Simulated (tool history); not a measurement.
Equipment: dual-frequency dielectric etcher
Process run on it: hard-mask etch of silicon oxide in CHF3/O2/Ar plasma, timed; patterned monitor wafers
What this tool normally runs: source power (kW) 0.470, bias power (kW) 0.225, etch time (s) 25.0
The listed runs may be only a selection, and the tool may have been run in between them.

run	day	source power (kW)	bias power (kW)	etch time (s)	wafers since the last listed run	hours since the last wet clean	hours since the last source power generator calibration	hours since the last bias power generator calibration	hours since the last upper electrode change	hours since the gauge calibration	read-back reference wafer on the same gauge, depth_nm	mean etch depth across the wafer (Å)
1	0.000	0.470	0.269	25.0	0	97.8	4071.4	3390.0	5090.3	173.3	52.59	564.4
2	4.483	0.470	0.269	25.0	1539	205.4	4179.0	3497.6	5197.9	280.9	52.61	563.7
3	5.617	0.470	0.193	25.0	389	232.6	4206.2	3524.8	5225.1	308.1	52.62	489.5
4	8.058	0.470	0.193	25.0	838	291.2	4264.8	3583.4	5283.7	366.7	52.61	487.3
# day 10.550: wet clean of the chamber
5	11.021	0.470	0.193	25.0	673	11.3	4335.9	3654.5	5354.8	437.8	52.62	493.8
6	12.992	0.470	0.225	25.0	676	58.6	4383.2	3701.8	5402.1	485.1	52.58	524.6
7	15.758	0.470	0.225	25.0	949	125.0	4449.6	3768.2	5468.5	551.5	52.60	523.3
8	18.354	0.470	0.225	25.0	891	187.3	4511.9	3830.5	5530.8	613.8	52.61	521.7
9	19.517	0.470	0.225	25.0	399	215.2	4539.8	3858.4	5558.7	641.7	52.59	522.3
10	20.646	0.470	0.225	25.0	387	242.3	4566.9	3885.5	5585.8	668.8	52.62	520.5
# day 21.846: gauge calibrated
11	22.458	0.470	0.225	25.0	622	285.8	4610.4	3929.0	5629.3	14.7	52.59	520.5
# day 23.996: bias power generator calibrated
# day 24.008: wet clean of the chamber
# day 29.729: source power generator calibrated
12	31.179	0.550	0.248	29.0	2874	172.1	34.8	172.4	5838.6	224.0	52.60	659.2
13	33.162	0.470	0.225	25.0	680	219.7	82.4	220.0	5886.2	271.6	52.62	513.9
# day 35.362: upper electrode replaced
14	36.092	0.500	0.258	31.0	662	290.0	152.7	290.3	17.5	341.9	52.60	687.4
15	38.412	0.470	0.225	22.5	796	345.7	208.4	346.0	73.2	397.6	52.58	460.5
# day 40.588: wet clean of the chamber
16	41.033	0.370	0.248	25.0	556	10.7	271.3	408.9	136.1	460.5	52.63	496.8
17	43.183	0.370	0.243	31.5	738	62.3	322.9	460.5	187.7	512.1	52.59	615.9
18	45.679	0.470	0.225	25.0	856	122.2	382.8	520.4	247.6	572.0	52.58	515.4
19	47.121	0.470	0.225	25.0	494	156.8	417.4	555.0	282.2	606.6	52.61	516.4
20	50.433	0.440	0.195	27.5	1137	236.3	496.9	634.5	361.7	686.1	52.62	519.0
# day 50.958: gauge calibrated
21	52.354	0.350	0.205	25.0	659	282.4	543.0	680.6	407.8	33.5	52.58	443.3

Forecast each of these 3 alternatives for the next run:
A	52.371	0.470	0.199	25.0	5	282.8	543.4	681.0	408.2	33.9	?	?
B	52.371	0.350	0.190	25.0	5	282.8	543.4	681.0	408.2	33.9	?	?
C	52.371	0.410	0.207	25.0	5	282.8	543.4	681.0	408.2	33.9	?	?

run	read-back reference wafer on the same gauge, depth_nm	mean etch depth across the wafer (Å)
A	52.60	488.6
B	52.60	429.7
C	52.60	472.1
The same runs, with their run-to-run variation unchanged, on a tool lacking any hidden condition would have given:
run	mean etch depth across the wafer (Å)
A	494.2
B	434.6
C	477.5
